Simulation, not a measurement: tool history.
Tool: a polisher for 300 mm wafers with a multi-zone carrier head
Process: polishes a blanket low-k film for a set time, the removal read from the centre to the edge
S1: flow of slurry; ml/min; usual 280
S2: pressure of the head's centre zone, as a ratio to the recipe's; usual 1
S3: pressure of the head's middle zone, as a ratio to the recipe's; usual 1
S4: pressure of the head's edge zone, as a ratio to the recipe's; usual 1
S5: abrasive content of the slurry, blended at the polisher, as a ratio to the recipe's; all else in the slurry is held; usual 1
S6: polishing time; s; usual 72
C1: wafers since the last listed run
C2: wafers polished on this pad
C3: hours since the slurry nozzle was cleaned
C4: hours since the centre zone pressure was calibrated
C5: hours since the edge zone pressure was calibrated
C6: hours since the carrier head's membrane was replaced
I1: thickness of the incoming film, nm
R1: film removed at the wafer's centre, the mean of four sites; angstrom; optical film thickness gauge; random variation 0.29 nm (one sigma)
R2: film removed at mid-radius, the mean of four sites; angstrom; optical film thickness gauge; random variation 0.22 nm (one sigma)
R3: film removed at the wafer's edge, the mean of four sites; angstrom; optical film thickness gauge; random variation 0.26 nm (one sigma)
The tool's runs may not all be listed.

| run | hour | S1 | S2 | S3 | S4 | S5 | S6 | C1 | C2 | C3 | C4 | C5 | C6 | I1 | R1 | R2 | R3 |
|---|---|---|---|---|---|---|---|---|---|---|---|---|---|---|---|---|---|
| 1 | 0 | 280 | 1 | 1 | 1 | 1 | 72 | 0 | 516 | 314.9 | 39.4 | 918.1 | 1509.3 | 373.3 | 296 | 303 | 314 |
| 2 | 24.6 | 280 | 1 | 0.95 | 1 | 1 | 72 | 354 | 870 | 339.5 | 64 | 942.7 | 1533.9 | 383.9 | 298 | 287 | 307 |
| 3 | 51.9 | 280 | 1 | 0.95 | 1 | 1 | 72 | 393 | 1263 | 366.8 | 91.3 | 970 | 1561.2 | 378.8 | 297 | 286 | 303 |
|  | 58.1 | carrier head's membrane replaced by a new one |
| 4 | 73.8 | 280 | 1 | 1 | 1 | 1 | 72 | 243 | 1507 | 388.7 | 113.2 | 991.9 | 15.7 | 376.2 | 297 | 288 | 303 |
| 5 | 104.6 | 280 | 0.93 | 1 | 1 | 1 | 72 | 443 | 1950 | 419.5 | 144 | 1022.7 | 46.5 | 384.3 | 271 | 290 | 299 |
|  | 128.9 | worn pad replaced by a new one |
| 6 | 139.6 | 280 | 1 | 1 | 1 | 1 | 72 | 446 | 154 | 454.5 | 179 | 1057.7 | 81.5 | 378.2 | 299 | 309 | 314 |
|  | 152.3 | slurry nozzle cleaned |
| 7 | 168.2 | 280 | 1 | 1 | 1 | 1 | 72 | 397 | 551 | 15.9 | 207.6 | 1086.3 | 110.1 | 379.5 | 301 | 303 | 308 |
| 8 | 192.7 | 280 | 1.08 | 1.04 | 1 | 1 | 52 | 352 | 904 | 40.4 | 232.1 | 1110.8 | 134.6 | 378.5 | 226 | 222 | 222 |
| 9 | 218.5 | 280 | 1 | 0.89 | 1 | 0.9 | 52 | 371 | 1276 | 66.2 | 257.9 | 1136.6 | 160.4 | 381.6 | 199 | 180 | 205 |
|  | 256.7 | edge zone pressure recalibrated |
| 10 | 316.2 | 350 | 1 | 1 | 1 | 0.9 | 72 | 1378 | 2654 | 163.9 | 355.6 | 59.5 | 258.1 | 384.7 | 266 | 269 | 274 |
|  | 320.2 | worn pad replaced by a new one |
| 11 | 352 | 280 | 1 | 0.89 | 1 | 1 | 72 | 457 | 457 | 199.7 | 391.4 | 95.3 | 293.9 | 380.1 | 299 | 274 | 308 |
| 12 | 367.3 | 280 | 1 | 1 | 1 | 1 | 72 | 220 | 678 | 215 | 406.7 | 110.6 | 309.2 | 378.8 | 298 | 299 | 311 |
| 13 | 389.2 | 370 | 1 | 0.9 | 1 | 1 | 72 | 315 | 993 | 236.9 | 428.6 | 132.5 | 331.1 | 378.9 | 308 | 280 | 310 |
| 14 | 421.6 | 195 | 1 | 1 | 1 | 1 | 72 | 466 | 1459 | 269.3 | 461 | 164.9 | 363.5 | 388.4 | 283 | 281 | 295 |
| 15 | 444.8 | 225 | 1 | 1 | 1 | 1 | 72 | 334 | 1793 | 292.5 | 484.2 | 188.1 | 386.7 | 375.2 | 281 | 284 | 293 |
| 16 | 476 | 280 | 1 | 0.89 | 1 | 0.9 | 52 | 449 | 2243 | 323.7 | 515.4 | 219.3 | 417.9 | 377.5 | 190 | 175 | 200 |
|  | 480.4 | worn pad replaced by a new one |
| 17 | 499.1 | 280 | 1 | 1 | 1.07 | 0.85 | 79 | 275 | 269 | 346.8 | 538.5 | 242.4 | 441 | 381.1 | 293 | 300 | 319 |
| 18 | 518.3 | 350 | 1 | 1.05 | 1.11 | 1 | 72 | 276 | 546 | 366 | 557.7 | 261.6 | 460.2 | 374.7 | 315 | 321 | 333 |
| 19 | 534.8 | 280 | 1 | 1 | 1 | 0.85 | 82 | 237 | 783 | 382.5 | 574.2 | 278.1 | 476.7 | 382.1 | 303 | 304 | 315 |
|  | 568 | slurry nozzle cleaned |
| 20 | 569.6 | 280 | 1 | 1 | 1.11 | 1 | 72 | 486 | 1270 | 1.6 | 609 | 312.9 | 511.5 | 379.3 | 293 | 292 | 317 |
| 21 | 603.9 | 280 | 1 | 1 | 1.06 | 1 | 72 | 493 | 1764 | 35.9 | 643.3 | 347.2 | 545.8 | 385.7 | 287 | 294 | 310 |

The tool's hidden state at each run:
slurry flow missing at the pad, %: 0 in every run
deviation of the centre zone's pressure from its setpoint, %: 0 in every run
deviation of the edge zone's pressure from its setpoint, %: 0 in every run
H1: removal rate lost through wear of the pad, %
| run | H1 |
|---|---|
| 1 | 1.79 |
| 2 | 2.85 |
| 3 | 4.03 |
| 4 | 4.98 |
| 5 | 6.32 |
| 6 | 0.7 |
| 7 | 1.94 |
| 8 | 3 |
| 9 | 4.12 |
| 10 | 8.35 |
| 11 | 1.71 |
| 12 | 2.38 |
| 13 | 3.33 |
| 14 | 4.73 |
| 15 | 5.74 |
| 16 | 7.09 |
| 17 | 0.894 |
| 18 | 1.73 |
| 19 | 2.44 |
| 20 | 3.95 |
| 21 | 5.43 |
